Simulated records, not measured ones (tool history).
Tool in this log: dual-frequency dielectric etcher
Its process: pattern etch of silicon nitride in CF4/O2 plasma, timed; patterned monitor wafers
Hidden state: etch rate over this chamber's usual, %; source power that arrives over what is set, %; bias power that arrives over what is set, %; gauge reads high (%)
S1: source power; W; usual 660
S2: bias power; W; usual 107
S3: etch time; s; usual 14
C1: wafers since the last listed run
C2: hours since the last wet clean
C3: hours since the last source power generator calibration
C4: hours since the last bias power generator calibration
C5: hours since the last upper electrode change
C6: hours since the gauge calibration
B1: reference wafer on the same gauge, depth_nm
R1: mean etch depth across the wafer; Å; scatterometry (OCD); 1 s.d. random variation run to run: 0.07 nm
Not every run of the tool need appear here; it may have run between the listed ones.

Run 1, hour 0: usual settings; C1 0; C2 21.9; C3 1917.6; C4 3165.2; C5 2801; C6 552.9; B1 31.87. Result: R1 279.3 Å.
Run 2, hour 14.9: usual settings; C1 243; C2 36.8; C3 1932.5; C4 3180.1; C5 2815.9; C6 567.8; B1 31.91. Result: R1 279.7 Å.
Run 3, hour 37.2: usual settings; C1 364; C2 59.1; C3 1954.8; C4 3202.4; C5 2838.2; C6 590.1; B1 31.85. Result: R1 278.6 Å.
Run 4, hour 141.4: usual settings; C1 1701; C2 163.3; C3 2059; C4 3306.6; C5 2942.4; C6 694.3; B1 31.91. Result: R1 278.9 Å.
Run 5, hour 158.6: usual settings but S1 720 W; C1 280; C2 180.5; C3 2076.2; C4 3323.8; C5 2959.6; C6 711.5; B1 31.95. Result: R1 297.7 Å.
Run 6, hour 175.9: usual settings but S1 720 W; C1 282; C2 197.8; C3 2093.5; C4 3341.1; C5 2976.9; C6 728.8; B1 31.92. Result: R1 297.3 Å.
Run 7, hour 210.3: usual settings but S2 96 W; C1 561; C2 232.2; C3 2127.9; C4 3375.5; C5 3011.3; C6 763.2; B1 31.87. Result: R1 272.3 Å.
Run 8, hour 233.5: usual settings; C1 378; C2 255.4; C3 2151.1; C4 3398.7; C5 3034.5; C6 786.4; B1 31.91. Result: R1 277.2 Å.
Run 9, hour 259.6: usual settings; C1 426; C2 281.5; C3 2177.2; C4 3424.8; C5 3060.6; C6 812.5; B1 31.9. Result: R1 278.1 Å.
At hour 295.4: upper electrode replaced.
Run 10, hour 295.9: usual settings but S2 89 W; C1 200; C2 317.8; C3 2213.5; C4 3461.1; C5 0.5; C6 848.8; B1 31.9. Result: R1 266.8 Å.
At hour 318.7: source power generator calibrated.
Run 11, hour 322.7: usual settings but S2 89 W; C1 372; C2 344.6; C3 4; C4 3487.9; C5 27.3; C6 875.6; B1 31.9. Result: R1 267 Å.
At hour 393.2: gauge calibrated.
Run 12, hour 393.5: usual settings; C1 1155; C2 415.4; C3 74.8; C4 3558.7; C5 98.1; C6 0.3; B1 31.93. Result: R1 279.5 Å.
At hour 405.8: bias power generator calibrated.
Run 13, hour 407.1: usual settings; C1 156; C2 429; C3 88.4; C4 1.3; C5 111.7; C6 13.9; B1 31.89. Result: R1 277.4 Å.
Run 14, hour 428.7: usual settings but S1 700 W; C1 352; C2 450.6; C3 110; C4 22.9; C5 133.3; C6 35.5; B1 31.91. Result: R1 290.2 Å.

Estimate the outcome of run 15 from the log above:
Run 15, hour 464.4: usual settings but S1 730 W, S3 17 s; C1 582; C2 486.3; C3 145.7; C4 58.6; C5 169; C6 71.2; B1 ?. Result: R1 ?.

Run 15 yielded B1 31.89, R1 363.4 Å.
The same run, on a tool lacking any hidden state, would have yielded R1 363.4 Å.
